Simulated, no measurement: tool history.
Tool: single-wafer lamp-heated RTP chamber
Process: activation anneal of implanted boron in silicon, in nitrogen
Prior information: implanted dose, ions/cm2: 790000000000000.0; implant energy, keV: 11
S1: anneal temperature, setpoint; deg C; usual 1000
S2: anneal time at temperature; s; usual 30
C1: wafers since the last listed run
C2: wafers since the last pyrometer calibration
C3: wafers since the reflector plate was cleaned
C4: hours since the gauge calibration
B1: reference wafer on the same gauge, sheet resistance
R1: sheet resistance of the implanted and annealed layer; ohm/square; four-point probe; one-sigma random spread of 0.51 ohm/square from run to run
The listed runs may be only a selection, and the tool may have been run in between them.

run 1 hour=0 | S1=1017 S2=30 | C1=0 C2=5600 C3=4073 C4=959.1 | B1=129.56 | R1=141.47
run 2 hour=40 | S1=1000 S2=30 | C1=483 C2=6083 C3=4556 C4=999.1 | B1=129.31 | R1=145.18
-- hour=91.2 pyrometer window cleaned and pyrometer calibrated
run 3 hour=101.5 | S1=1000 S2=30 | C1=646 C2=124 C3=5202 C4=1060.6 | B1=129.22 | R1=146.03
run 4 hour=149.2 | S1=1000 S2=30 | C1=576 C2=700 C3=5779 C4=1108.3 | B1=129.38 | R1=145.99
run 5 hour=198.8 | S1=1000 S2=30 | C1=599 C2=1300 C3=6378 C4=1157.9 | B1=129.18 | R1=144.33
run 6 hour=254 | S1=1000 S2=30 | C1=666 C2=1966 C3=7045 C4=1213.1 | B1=129.13 | R1=144.59
run 7 hour=297.8 | S1=1000 S2=25 | C1=529 C2=2496 C3=7574 C4=1256.9 | B1=128.75 | R1=145.29
run 8 hour=367.3 | S1=1000 S2=25 | C1=839 C2=3335 C3=8413 C4=1326.4 | B1=128.73 | R1=145.78
run 9 hour=419.1 | S1=1000 S2=25 | C1=625 C2=3961 C3=9039 C4=1378.2 | B1=128.68 | R1=145.06
run 10 hour=475 | S1=1023 S2=24 | C1=675 C2=4636 C3=9715 C4=1434.1 | B1=128.38 | R1=141.15
run 11 hour=507.6 | S1=1023 S2=24 | C1=393 C2=5030 C3=10108 C4=1466.7 | B1=128.35 | R1=141.14
run 12 hour=578 | S1=978 S2=30 | C1=850 C2=5881 C3=10959 C4=1537.1 | B1=128.2 | R1=151.82
-- hour=594.6 reflector plate cleaned
-- hour=662.7 pyrometer window cleaned and pyrometer calibrated
run 13 hour=725 | S1=978 S2=30 | C1=1582 C2=752 C3=1478 C4=1684.1 | B1=127.72 | R1=152.45
run 14 hour=772.3 | S1=1000 S2=17 | C1=571 C2=1323 C3=2050 C4=1731.4 | B1=127.67 | R1=145.21
-- hour=777.9 gauge calibrated
run 15 hour=830.2 | S1=1000 S2=17 | C1=699 C2=2023 C3=2749 C4=52.3 | B1=131.97 | R1=150.26
run 16 hour=873.2 | S1=1000 S2=30 | C1=519 C2=2542 C3=3269 C4=95.3 | B1=132.07 | R1=147.07
run 17 hour=906.6 | S1=1000 S2=30 | C1=403 C2=2946 C3=3672 C4=128.7 | B1=131.8 | R1=147.74
run 18 hour=977.8 | S1=1023 S2=24 | C1=860 C2=3806 C3=4533 C4=199.9 | B1=131.96 | R1=144.18
run 19 hour=1022.3 | S1=1030 S2=40 | C1=537 C2=4343 C3=5070 C4=244.4 | B1=131.74 | R1=142.43
run 20 hour=1062.5 | S1=982 S2=15 | C1=485 C2=4829 C3=5556 C4=284.6 | B1=131.38 | R1=157.64
run 21 hour=1115.8 | S1=1024 S2=42 | C1=643 C2=5473 C3=6200 C4=337.9 | B1=131.36 | R1=142.53
run 22 hour=1155.5 | S1=1000 S2=25 | C1=479 C2=5953 C3=6679 C4=377.6 | B1=131.37 | R1=148.31
run 23 hour=1194.1 | S1=970 S2=30 | C1=466 C2=6419 C3=7146 C4=416.2 | B1=131.33 | R1=160.92
run 24 hour=1218.9 | S1=979 S2=30 | C1=299 C2=6718 C3=7445 C4=441 | B1=131.2 | R1=155.56
run 25 hour=1284.4 | S1=1018 S2=16 | C1=791 C2=7510 C3=8237 C4=506.5 | B1=131.01 | R1=144.64
run 26 hour=1342.8 | S1=1000 S2=30 | C1=705 C2=8215 C3=8942 C4=564.9 | B1=130.8 | R1=146.61
-- hour=1359.1 pyrometer window cleaned and pyrometer calibrated
run 27 hour=1371.4 | S1=974 S2=40 | C1=248 C2=148 C3=9191 C4=593.5 | B1=130.76 | R1=155.34
run 28 hour=1443.4 | S1=1000 S2=30 | C1=869 C2=1018 C3=10061 C4=665.5 | B1=130.58 | R1=145.23
-- hour=1477.5 reflector plate cleaned
run 29 hour=1485.8 | S1=1024 S2=43 | C1=415 C2=1434 C3=99 C4=707.9 | B1=130.52 | R1=140.42
run 30 hour=1511 | S1=1015 S2=40 | C1=304 C2=1738 C3=404 C4=733.1 | B1=130.31 | R1=143.02
run 31 hour=1582.5 | S1=1026 S2=30 | C1=863 C2=2602 C3=1267 C4=804.6 | B1=130.2 | R1=142.29
run 32 hour=1643.4 | S1=1000 S2=25 | C1=735 C2=3337 C3=2003 C4=865.5 | B1=129.98 | R1=146.89
run 33 hour=1685.2 | S1=988 S2=46 | C1=504 C2=3842 C3=2508 C4=907.3 | B1=130.01 | R1=146.99
run 34 hour=1734.5 | S1=1000 S2=30 | C1=595 C2=4438 C3=3104 C4=956.6 | B1=129.87 | R1=145.4
run 35 hour=1777.7 | S1=1023 S2=30 | C1=521 C2=4960 C3=3626 C4=999.8 | B1=129.79 | R1=142.71

Below are 5 alternative next runs, each starting from the tool's condition after run 35. Predict each:
run A hour=1778.1 | S1=1000 S2=45 | C1=4 C2=4965 C3=3630 C4=1000.2 | B1=? | R1=?
run B hour=1778.1 | S1=1021 S2=30 | C1=4 C2=4965 C3=3630 C4=1000.2 | B1=? | R1=?
run C hour=1778.1 | S1=976 S2=41 | C1=4 C2=4965 C3=3630 C4=1000.2 | B1=? | R1=?
run D hour=1778.1 | S1=1023 S2=14 | C1=4 C2=4965 C3=3630 C4=1000.2 | B1=? | R1=?
run E hour=1778.1 | S1=970 S2=16 | C1=4 C2=4965 C3=3630 C4=1000.2 | B1=? | R1=?

run=A B1=129.69 R1=144.26
run=B B1=129.69 R1=142.08
run=C B1=129.69 R1=153.23
run=D B1=129.69 R1=143.6
run=E B1=129.69 R1=165.73
Without the tool's hidden state the same runs would have given:
run=A R1=146.76
run=B R1=144.55
run=C R1=155.9
run=D R1=146.09
run=E R1=168.61
